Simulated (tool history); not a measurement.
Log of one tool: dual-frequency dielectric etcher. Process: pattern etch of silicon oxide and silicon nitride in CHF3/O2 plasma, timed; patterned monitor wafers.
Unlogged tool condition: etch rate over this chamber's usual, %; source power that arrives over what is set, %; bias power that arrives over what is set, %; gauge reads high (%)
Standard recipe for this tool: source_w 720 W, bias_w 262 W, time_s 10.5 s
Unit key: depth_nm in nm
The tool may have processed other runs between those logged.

| run | hour | source_w | bias_w | time_s | wafers since the last listed run | hours since the last wet clean | hours since the last source power generator calibration | hours since the last bias power generator calibration | hours since the last upper electrode change | hours since the gauge calibration | read-back reference wafer on the same gauge, depth_nm | depth_nm |
|---|---|---|---|---|---|---|---|---|---|---|---|---|
| 1 | 0 | 720 | 262 | 10.5 | 0 | 192.3 | 3226.9 | 1167.5 | 1265.4 | 437.3 | 18.4 | 19.93 |
| 2 | 42.9 | 720 | 262 | 10.5 | 753 | 235.2 | 3269.8 | 1210.4 | 1308.3 | 480.2 | 18.43 | 19.84 |
| 3 | 129.7 | 720 | 262 | 10.5 | 1523 | 322 | 3356.6 | 1297.2 | 1395.1 | 567 | 18.39 | 20 |
| 4 | 214.1 | 720 | 262 | 10.5 | 1481 | 406.4 | 3441 | 1381.6 | 1479.5 | 651.4 | 18.39 | 19.8 |
| 5 | 257.9 | 720 | 262 | 10.5 | 769 | 450.2 | 3484.8 | 1425.4 | 1523.3 | 695.2 | 18.42 | 19.98 |
|  | 298.2 | wet clean of the chamber |
| 6 | 509.9 | 720 | 262 | 10.5 | 4003 | 211.7 | 3736.8 | 1677.4 | 1775.3 | 947.2 | 18.42 | 19.87 |
|  | 528.9 | source power generator calibrated |
| 7 | 602.2 | 720 | 262 | 10.5 | 1550 | 304 | 73.3 | 1769.7 | 1867.6 | 1039.5 | 18.39 | 19.96 |
| 8 | 704.7 | 720 | 262 | 10.5 | 1799 | 406.5 | 175.8 | 1872.2 | 1970.1 | 1142 | 18.4 | 20.17 |
|  | 756.3 | wet clean of the chamber |
| 9 | 757 | 720 | 262 | 10.5 | 496 | 0.7 | 228.1 | 1924.5 | 2022.4 | 1194.3 | 18.42 | 19.84 |
|  | 818.2 | gauge calibrated |
|  | 888.1 | upper electrode replaced |
| 10 | 948 | 720 | 262 | 10.5 | 2932 | 191.7 | 419.1 | 2115.5 | 59.9 | 129.8 | 18.42 | 19.85 |
| 11 | 999.1 | 540 | 299 | 9 | 897 | 242.8 | 470.2 | 2166.6 | 111 | 180.9 | 18.38 | 16.21 |
| 12 | 1069.4 | 720 | 262 | 10.5 | 1234 | 313.1 | 540.5 | 2236.9 | 181.3 | 251.2 | 18.39 | 19.65 |
| 13 | 1136.3 | 660 | 262 | 10.5 | 1174 | 380 | 607.4 | 2303.8 | 248.2 | 318.1 | 18.42 | 19.14 |
| 14 | 1229.2 | 720 | 282 | 10.5 | 1631 | 472.9 | 700.3 | 2396.7 | 341.1 | 411 | 18.4 | 20.36 |
|  | 1272 | wet clean of the chamber |
| 15 | 1276.3 | 720 | 262 | 8 | 405 | 4.3 | 747.4 | 2443.8 | 388.2 | 458.1 | 18.4 | 15.19 |
|  | 1305.3 | bias power generator calibrated |
| 16 | 1534.7 | 870 | 213 | 11.5 | 4466 | 262.7 | 1005.8 | 229.4 | 646.6 | 716.5 | 18.38 | 21.45 |
| 17 | 1582.2 | 580 | 262 | 10.5 | 833 | 310.2 | 1053.3 | 276.9 | 694.1 | 764 | 18.42 | 18.36 |
| 18 | 1637.2 | 720 | 262 | 9 | 965 | 365.2 | 1108.3 | 331.9 | 749.1 | 819 | 18.41 | 17.18 |

Consider 5 possible next runs. They are alternatives, not a sequence: every one starts from the tool as it was left by run 18. What does each give?
| A | 1637.6 | 720 | 223 | 10.5 | 7 | 365.6 | 1108.7 | 332.3 | 749.5 | 819.4 | ? | ? |
| B | 1637.6 | 620 | 287 | 8.5 | 7 | 365.6 | 1108.7 | 332.3 | 749.5 | 819.4 | ? | ? |
| C | 1637.6 | 620 | 262 | 9.5 | 7 | 365.6 | 1108.7 | 332.3 | 749.5 | 819.4 | ? | ? |
| D | 1637.6 | 550 | 288 | 8 | 7 | 365.6 | 1108.7 | 332.3 | 749.5 | 819.4 | ? | ? |
| E | 1637.6 | 610 | 199 | 8 | 7 | 365.6 | 1108.7 | 332.3 | 749.5 | 819.4 | ? | ? |

| run | read-back reference wafer on the same gauge, depth_nm | depth_nm |
|---|---|---|
| A | 18.39 | 18.34 |
| B | 18.39 | 15.73 |
| C | 18.39 | 16.88 |
| D | 18.39 | 14.21 |
| E | 18.39 | 12.5 |
What these runs would have given with no unlogged condition in the tool:
| run | depth_nm |
|---|---|
| A | 18.34 |
| B | 15.73 |
| C | 16.88 |
| D | 14.21 |
| E | 12.5 |

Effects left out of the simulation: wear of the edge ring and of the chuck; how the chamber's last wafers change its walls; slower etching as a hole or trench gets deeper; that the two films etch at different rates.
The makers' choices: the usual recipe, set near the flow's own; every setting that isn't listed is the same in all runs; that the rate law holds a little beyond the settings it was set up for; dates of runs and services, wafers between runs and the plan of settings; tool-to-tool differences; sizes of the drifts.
